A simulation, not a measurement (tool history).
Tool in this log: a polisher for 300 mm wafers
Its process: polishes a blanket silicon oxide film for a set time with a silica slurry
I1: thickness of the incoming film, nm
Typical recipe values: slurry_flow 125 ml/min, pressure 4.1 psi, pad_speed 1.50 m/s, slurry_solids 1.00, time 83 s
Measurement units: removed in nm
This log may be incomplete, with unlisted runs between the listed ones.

Run 1, hour 0.0: usual settings but time 70 s; I1 1607.6. Result: removed 302.1 nm.
Run 2, hour 75.3: usual settings; I1 1641.7. Result: removed 358.9 nm.
At hour 102.5: slurry nozzle cleaned.
Run 3, hour 121.9: usual settings; I1 1623.7. Result: removed 355.9 nm.
At hour 141.6: worn pad replaced by a new one.
Run 4, hour 195.7: usual settings but time 105 s; I1 1618.1. Result: removed 466.0 nm.
Run 5, hour 259.5: usual settings but time 105 s; I1 1651.8. Result: removed 467.9 nm.
At hour 268.0: conditioning disc replaced and pad reconditioned.
At hour 293.2: slurry blender recalibrated.
Run 6, hour 323.1: usual settings; I1 1636.0. Result: removed 361.2 nm.
Run 7, hour 422.6: usual settings; I1 1643.8. Result: removed 365.3 nm.
Run 8, hour 460.9: usual settings but slurry_solids 1.10; I1 1616.9. Result: removed 364.9 nm.
Run 9, hour 519.8: usual settings but slurry_solids 1.10; I1 1654.6. Result: removed 383.4 nm.
At hour 566.0: slurry nozzle cleaned.
Run 10, hour 586.8: usual settings but pressure 4.9 psi; I1 1603.1. Result: removed 435.5 nm.
At hour 622.5: head pressure recalibrated.
At hour 660.2: worn pad replaced by a new one.
Run 11, hour 664.1: usual settings; I1 1626.0. Result: removed 362.2 nm.
Run 12, hour 720.6: usual settings; I1 1632.4. Result: removed 349.2 nm.
At hour 768.4: slurry blender recalibrated.
Run 13, hour 769.8: usual settings but slurry_flow 155 ml/min, pad_speed 0.98 m/s, slurry_solids 0.80; I1 1657.6. Result: removed 240.4 nm.
At hour 836.4: conditioning disc replaced and pad reconditioned.
Run 14, hour 862.1: usual settings; I1 1629.9. Result: removed 364.5 nm.
At hour 1041.9: slurry nozzle cleaned.
Run 15, hour 1138.6: usual settings but pressure 5.5 psi, pad_speed 1.90 m/s, time 60 s; I1 1618.3. Result: removed 430.3 nm.
At hour 1152.8: worn pad replaced by a new one.
Run 16, hour 1201.5: usual settings but pad_speed 1.26 m/s, slurry_solids 1.10; I1 1646.0. Result: removed 318.1 nm.
At hour 1293.3: slurry blender recalibrated.
Run 17, hour 1293.8: usual settings but slurry_flow 150 ml/min, slurry_solids 0.85; I1 1636.7. Result: removed 348.3 nm.
At hour 1327.9: conditioning disc replaced and pad reconditioned.
At hour 1349.7: head pressure recalibrated.
Run 18, hour 1370.4: usual settings but time 59 s; I1 1619.4. Result: removed 254.6 nm.
Run 19, hour 1465.9: usual settings but slurry_flow 95 ml/min; I1 1640.8. Result: removed 341.9 nm.
At hour 1506.1: slurry nozzle cleaned.
Run 20, hour 1563.2: usual settings but pad_speed 1.26 m/s; I1 1657.6. Result: removed 307.2 nm.
Run 21, hour 1606.6: usual settings; I1 1620.6. Result: removed 365.7 nm.
At hour 1668.1: worn pad replaced by a new one.
Run 22, hour 1712.0: usual settings but pressure 3.4 psi, pad_speed 1.26 m/s; I1 1653.3. Result: removed 263.7 nm.
At hour 1775.0: slurry blender recalibrated.
Run 23, hour 1775.4: usual settings but pressure 4.6 psi, pad_speed 1.84 m/s; I1 1599.2. Result: removed 476.1 nm.
At hour 1810.5: conditioning disc replaced and pad reconditioned.
Run 24, hour 1822.8: usual settings but pressure 3.1 psi, time 91 s; I1 1631.1. Result: removed 306.0 nm.
Run 25, hour 1870.8: usual settings but pad_speed 1.90 m/s, time 66 s; I1 1654.1. Result: removed 338.8 nm.
Run 26, hour 1907.7: usual settings but pressure 3.6 psi, slurry_solids 0.75, time 57 s; I1 1641.8. Result: removed 198.8 nm.

3 options for the next run, each taken on its own from the tool as it stands now. Forecast them:
Run A, hour 1908.1: usual settings but pressure 3.7 psi; I1 1621.3. Result: removed ?.
Run B, hour 1908.1: usual settings but slurry_solids 1.20, time 74 s; I1 1621.3. Result: removed ?.
Run C, hour 1908.1: usual settings but pressure 5.5 psi, pad_speed 1.90 m/s, slurry_solids 1.25; I1 1621.3. Result: removed ?.

run  removed
  A    321.7
  B    336.9
  C    620.4
With no hidden state in the tool, these same runs would have given:
run  removed
  A    321.7
  B    336.9
  C    620.4
